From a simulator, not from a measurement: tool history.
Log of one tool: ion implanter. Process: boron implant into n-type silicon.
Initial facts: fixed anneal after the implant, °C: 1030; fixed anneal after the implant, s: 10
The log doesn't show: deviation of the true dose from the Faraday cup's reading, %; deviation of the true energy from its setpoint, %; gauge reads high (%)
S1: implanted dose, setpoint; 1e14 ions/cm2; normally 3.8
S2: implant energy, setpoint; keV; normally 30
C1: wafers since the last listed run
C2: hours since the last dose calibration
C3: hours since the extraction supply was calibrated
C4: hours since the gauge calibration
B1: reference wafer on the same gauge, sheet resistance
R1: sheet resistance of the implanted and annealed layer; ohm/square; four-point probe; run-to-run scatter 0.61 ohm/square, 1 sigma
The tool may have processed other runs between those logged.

{"run": 1, "day": 0.0, "S1": 3.27, "S2": 30, "C1": 0, "C2": 533.4, "C3": 973.2, "C4": 1511.4, "B1": 293.89, "R1": 290.6}
{"run": 2, "day": 4.488, "S1": 3.8, "S2": 38, "C1": 1677, "C2": 641.1, "C3": 1080.9, "C4": 1619.1, "B1": 294.36, "R1": 252.24}
{"run": 3, "day": 8.088, "S1": 3.8, "S2": 38, "C1": 1345, "C2": 727.5, "C3": 1167.3, "C4": 1705.5, "B1": 293.97, "R1": 251.64}
{"run": 4, "day": 16.592, "S1": 3.8, "S2": 38, "C1": 3179, "C2": 931.6, "C3": 1371.4, "C4": 1909.6, "B1": 294.11, "R1": 253.62}
{"run": 5, "day": 18.729, "S1": 3.8, "S2": 30, "C1": 799, "C2": 982.9, "C3": 1422.7, "C4": 1960.9, "B1": 293.98, "R1": 259.42}
{"run": 6, "day": 21.096, "S1": 4.28, "S2": 30, "C1": 884, "C2": 1039.7, "C3": 1479.5, "C4": 2017.7, "B1": 294.41, "R1": 236.38}
{"run": 7, "day": 23.088, "S1": 3.8, "S2": 30, "C1": 744, "C2": 1087.5, "C3": 1527.3, "C4": 2065.5, "B1": 293.89, "R1": 260.39}
{"run": 8, "day": 27.054, "S1": 3.8, "S2": 30, "C1": 1482, "C2": 1182.7, "C3": 1622.5, "C4": 2160.7, "B1": 294.16, "R1": 260.56}
{"run": 9, "day": 31.071, "S1": 3.8, "S2": 30, "C1": 1501, "C2": 1279.1, "C3": 1718.9, "C4": 2257.1, "B1": 293.92, "R1": 261.12}
{"run": 10, "day": 33.596, "S1": 3.8, "S2": 30, "C1": 943, "C2": 1339.7, "C3": 1779.5, "C4": 2317.7, "B1": 294.08, "R1": 261.39}
{"run": 11, "day": 36.708, "S1": 4.07, "S2": 30, "C1": 1163, "C2": 1414.4, "C3": 1854.2, "C4": 2392.4, "B1": 294.14, "R1": 246.15}
{"day": 39.454, "done": "gauge calibrated"}
{"run": 12, "day": 39.683, "S1": 4.07, "S2": 30, "C1": 1112, "C2": 1485.8, "C3": 1925.6, "C4": 5.5, "B1": 294.14, "R1": 245.8}
{"run": 13, "day": 41.571, "S1": 3.8, "S2": 37, "C1": 705, "C2": 1531.1, "C3": 1970.9, "C4": 50.8, "B1": 294.34, "R1": 255.57}
{"day": 43.796, "done": "Faraday cup replaced and dose calibrated"}
{"run": 14, "day": 44.35, "S1": 4.33, "S2": 30, "C1": 914, "C2": 13.3, "C3": 2037.6, "C4": 117.5, "B1": 293.97, "R1": 230.69}
{"run": 15, "day": 46.95, "S1": 4.33, "S2": 30, "C1": 972, "C2": 75.7, "C3": 2100, "C4": 179.9, "B1": 294.24, "R1": 231.87}
{"run": 16, "day": 48.679, "S1": 2.71, "S2": 25, "C1": 646, "C2": 117.2, "C3": 2141.5, "C4": 221.4, "B1": 293.77, "R1": 343.63}
{"run": 17, "day": 52.321, "S1": 4.45, "S2": 27.5, "C1": 1361, "C2": 204.6, "C3": 2228.9, "C4": 308.8, "B1": 293.95, "R1": 228.35}
{"day": 53.15, "done": "extraction supply calibrated"}
{"run": 18, "day": 61.688, "S1": 4.33, "S2": 23.5, "C1": 3377, "C2": 429.4, "C3": 204.9, "C4": 533.6, "B1": 293.93, "R1": 237.24}
{"run": 19, "day": 65.529, "S1": 3.33, "S2": 36.5, "C1": 1436, "C2": 521.6, "C3": 297.1, "C4": 625.8, "B1": 293.98, "R1": 280.93}
{"run": 20, "day": 68.717, "S1": 4.92, "S2": 24.5, "C1": 1191, "C2": 598.1, "C3": 373.6, "C4": 702.3, "B1": 293.79, "R1": 213.3}
{"run": 21, "day": 72.254, "S1": 4.21, "S2": 24.5, "C1": 1322, "C2": 683, "C3": 458.5, "C4": 787.2, "B1": 294.31, "R1": 243.34}
{"run": 22, "day": 74.875, "S1": 2.78, "S2": 30, "C1": 979, "C2": 745.9, "C3": 521.4, "C4": 850.1, "B1": 293.93, "R1": 330.59}
{"run": 23, "day": 77.458, "S1": 4.33, "S2": 30, "C1": 965, "C2": 807.9, "C3": 583.4, "C4": 912.1, "B1": 293.76, "R1": 232.81}
{"run": 24, "day": 81.196, "S1": 3.06, "S2": 21, "C1": 1397, "C2": 897.6, "C3": 673.1, "C4": 1001.8, "B1": 293.97, "R1": 320.34}
{"run": 25, "day": 84.367, "S1": 3.8, "S2": 30, "C1": 1185, "C2": 973.7, "C3": 749.2, "C4": 1077.9, "B1": 294.21, "R1": 259.38}
{"run": 26, "day": 87.433, "S1": 2.8, "S2": 25.5, "C1": 1146, "C2": 1047.3, "C3": 822.8, "C4": 1151.5, "B1": 294.03, "R1": 337.77}
{"run": 27, "day": 91.196, "S1": 4.68, "S2": 34, "C1": 1406, "C2": 1137.6, "C3": 913.1, "C4": 1241.8, "B1": 294.11, "R1": 215.34}
{"run": 28, "day": 95.675, "S1": 4.68, "S2": 34, "C1": 1674, "C2": 1245.1, "C3": 1020.6, "C4": 1349.3, "B1": 293.87, "R1": 216.78}
{"run": 29, "day": 99.088, "S1": 3.15, "S2": 30, "C1": 1275, "C2": 1327, "C3": 1102.5, "C4": 1431.2, "B1": 294.38, "R1": 303.86}
{"day": 102.029, "done": "Faraday cup replaced and dose calibrated"}
{"run": 30, "day": 102.979, "S1": 3.47, "S2": 25.5, "C1": 1330, "C2": 22.8, "C3": 1195.9, "C4": 1524.6, "B1": 293.91, "R1": 279.65}

Here are 3 independent what-if runs from the current tool condition. What would each one return?
{"run": "A", "day": 102.996, "S1": 3.8, "S2": 30, "C1": 6, "C2": 23.2, "C3": 1196.3, "C4": 1525, "B1": "?", "R1": "?"}
{"run": "B", "day": 102.996, "S1": 2.83, "S2": 23, "C1": 6, "C2": 23.2, "C3": 1196.3, "C4": 1525, "B1": "?", "R1": "?"}
{"run": "C", "day": 102.996, "S1": 4.25, "S2": 38, "C1": 6, "C2": 23.2, "C3": 1196.3, "C4": 1525, "B1": "?", "R1": "?"}

run=A B1=294.22 R1=256.79
run=B B1=294.22 R1=334.98
run=C B1=294.22 R1=228.36
Without the tool's unlogged condition, the same runs would have read:
run=A R1=256.63
run=B R1=334.76
run=C R1=228.21

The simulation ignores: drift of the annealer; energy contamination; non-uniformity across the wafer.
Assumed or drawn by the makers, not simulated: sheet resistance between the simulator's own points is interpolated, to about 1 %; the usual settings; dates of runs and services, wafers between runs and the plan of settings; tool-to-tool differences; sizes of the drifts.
